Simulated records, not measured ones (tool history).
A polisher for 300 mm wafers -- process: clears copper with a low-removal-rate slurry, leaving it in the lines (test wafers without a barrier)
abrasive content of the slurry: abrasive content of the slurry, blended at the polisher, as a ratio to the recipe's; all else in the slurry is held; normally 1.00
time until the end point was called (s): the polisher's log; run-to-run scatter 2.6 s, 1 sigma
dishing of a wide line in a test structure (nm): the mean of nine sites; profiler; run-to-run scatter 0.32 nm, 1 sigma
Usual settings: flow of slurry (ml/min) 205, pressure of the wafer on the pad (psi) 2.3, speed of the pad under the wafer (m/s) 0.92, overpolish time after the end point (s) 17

run	hour	flow of slurry (ml/min)	pressure of the wafer on the pad (psi)	speed of the pad under the wafer (m/s)	abrasive content of the slurry	overpolish time after the end point (s)	wafers since the last listed run	wafers polished on this pad	hours since the slurry nozzle was cleaned	hours since the head pressure was calibrated	hours since the slurry blender was calibrated	incoming thickness of the incoming film, nm	time until the end point was called (s)	dishing of a wide line in a test structure (nm)
1	0.0	205	2.3	0.92	0.80	17	0	3738	312.0	332.9	418.8	301.7	142.9	22.8
2	50.6	205	2.3	0.92	0.80	17	371	4109	362.6	383.5	469.4	298.4	145.1	22.6
3	120.0	205	2.0	0.92	1.00	17	509	4619	432.0	452.9	538.8	304.4	161.7	20.9
# hour 307.4: worn pad replaced by a new one
4	318.0	205	2.3	0.62	1.00	27	1424	77	630.0	650.9	736.8	301.3	203.0	25.7
# hour 349.7: slurry blender recalibrated
5	379.9	205	2.3	0.68	1.00	17	439	517	691.9	712.8	30.2	300.7	188.2	18.3
6	416.3	205	2.3	0.92	1.00	17	267	784	728.3	749.2	66.6	300.7	133.3	23.6
7	470.3	205	2.3	1.14	1.15	17	396	1181	782.3	803.2	120.6	304.7	108.9	28.6
8	524.9	170	2.3	0.92	1.00	24	400	1582	836.9	857.8	175.2	297.9	147.6	28.8
9	625.8	205	2.3	0.92	1.00	17	740	2323	937.8	958.7	276.1	303.7	153.3	22.4
# hour 655.7: slurry nozzle cleaned
10	690.9	205	2.5	1.04	1.15	23	470	2793	35.2	1023.8	341.2	297.4	105.1	35.5
# hour 717.8: head pressure recalibrated
11	767.7	205	2.3	0.92	0.85	17	549	3343	112.0	49.9	418.0	304.4	140.7	23.8
12	820.5	205	2.3	0.92	0.75	17	387	3730	164.8	102.7	470.8	297.8	147.1	23.1
13	886.5	140	2.3	0.92	1.00	26	484	4215	230.8	168.7	536.8	301.8	148.4	30.6
14	993.7	205	3.0	0.92	1.00	9	787	5002	338.0	275.9	644.0	299.6	110.9	17.3
15	1074.3	205	2.3	0.92	1.00	17	591	5594	418.6	356.5	724.6	294.4	138.6	22.6
16	1157.9	205	2.3	0.92	1.00	17	613	6207	502.2	440.1	808.2	296.9	152.7	22.0
17	1264.1	245	3.0	0.92	0.75	20	779	6987	608.4	546.3	914.4	297.7	122.7	29.6
# hour 1287.6: slurry blender recalibrated
18	1313.3	205	2.3	1.08	0.90	17	346	7334	657.6	595.5	25.7	299.2	140.9	23.3

Run 19 comes next. What will it give?
# hour 1330.2: worn pad replaced by a new one
19	1417.3	205	2.6	0.92	1.00	22	734	639	761.6	699.5	129.7	303.4	?	?

time until the end point was called (s): 126.7
dishing of a wide line in a test structure (nm): 31.7
On a tool with no hidden condition, and with the same random variation, this run would have come out at time until the end point was called (s) 117.9, dishing of a wide line in a test structure (nm) 33.4.
